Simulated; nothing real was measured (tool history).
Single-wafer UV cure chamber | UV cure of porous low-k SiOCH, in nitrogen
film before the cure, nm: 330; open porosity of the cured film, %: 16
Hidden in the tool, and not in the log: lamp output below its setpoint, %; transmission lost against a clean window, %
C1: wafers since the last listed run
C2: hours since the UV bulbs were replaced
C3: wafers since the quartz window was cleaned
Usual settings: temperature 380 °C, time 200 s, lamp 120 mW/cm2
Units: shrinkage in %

Run 1, hour 0: usual settings; C1 0; C2 688.4; C3 2950. Result: shrinkage 9.935 %.
Run 2, hour 36.2: usual settings; C1 158; C2 724.6; C3 3108. Result: shrinkage 9.872 %.
Run 3, hour 111.9: usual settings but temperature 389 °C; C1 330; C2 800.3; C3 3439. Result: shrinkage 9.833 %.
Run 4, hour 167.6: usual settings but temperature 365 °C; C1 243; C2 856; C3 3682. Result: shrinkage 9.261 %.
Run 5, hour 251.9: usual settings but temperature 365 °C; C1 368; C2 940.3; C3 4051. Result: shrinkage 9.161 %.
Run 6, hour 342.1: usual settings but temperature 365 °C; C1 394; C2 1030.5; C3 4445. Result: shrinkage 8.855 %.
Run 7, hour 437: usual settings; C1 414; C2 1125.4; C3 4860. Result: shrinkage 9.041 %.
At hour 468.6: quartz window cleaned.
Run 8, hour 515.2: usual settings; C1 306; C2 1203.6; C3 203. Result: shrinkage 10.221 %.
Run 9, hour 607.7: usual settings; C1 404; C2 1296.1; C3 608. Result: shrinkage 9.815 %.
Run 10, hour 683.8: usual settings; C1 332; C2 1372.2; C3 940. Result: shrinkage 9.933 %.
Run 11, hour 788.3: usual settings but time 145 s, lamp 135 mW/cm2; C1 456; C2 1476.7; C3 1397. Result: shrinkage 8.995 %.
Run 12, hour 839.9: usual settings but time 145 s, lamp 135 mW/cm2; C1 225; C2 1528.3; C3 1623. Result: shrinkage 8.717 %.
Run 13, hour 946: usual settings but time 145 s, lamp 135 mW/cm2; C1 463; C2 1634.4; C3 2086. Result: shrinkage 8.799 %.
Run 14, hour 1001: usual settings; C1 240; C2 1689.4; C3 2327. Result: shrinkage 9.524 %.
Run 15, hour 1051.4: usual settings but lamp 151 mW/cm2; C1 220; C2 1739.8; C3 2547. Result: shrinkage 10.482 %.

Forecast run 16:
Run 16, hour 1148.3: usual settings but lamp 144 mW/cm2; C1 423; C2 1836.7; C3 2971. Result: shrinkage ?.

Run 16 gave shrinkage 9.796 %.
Without the tool's hidden state the same run would have given shrinkage 11.16 %.
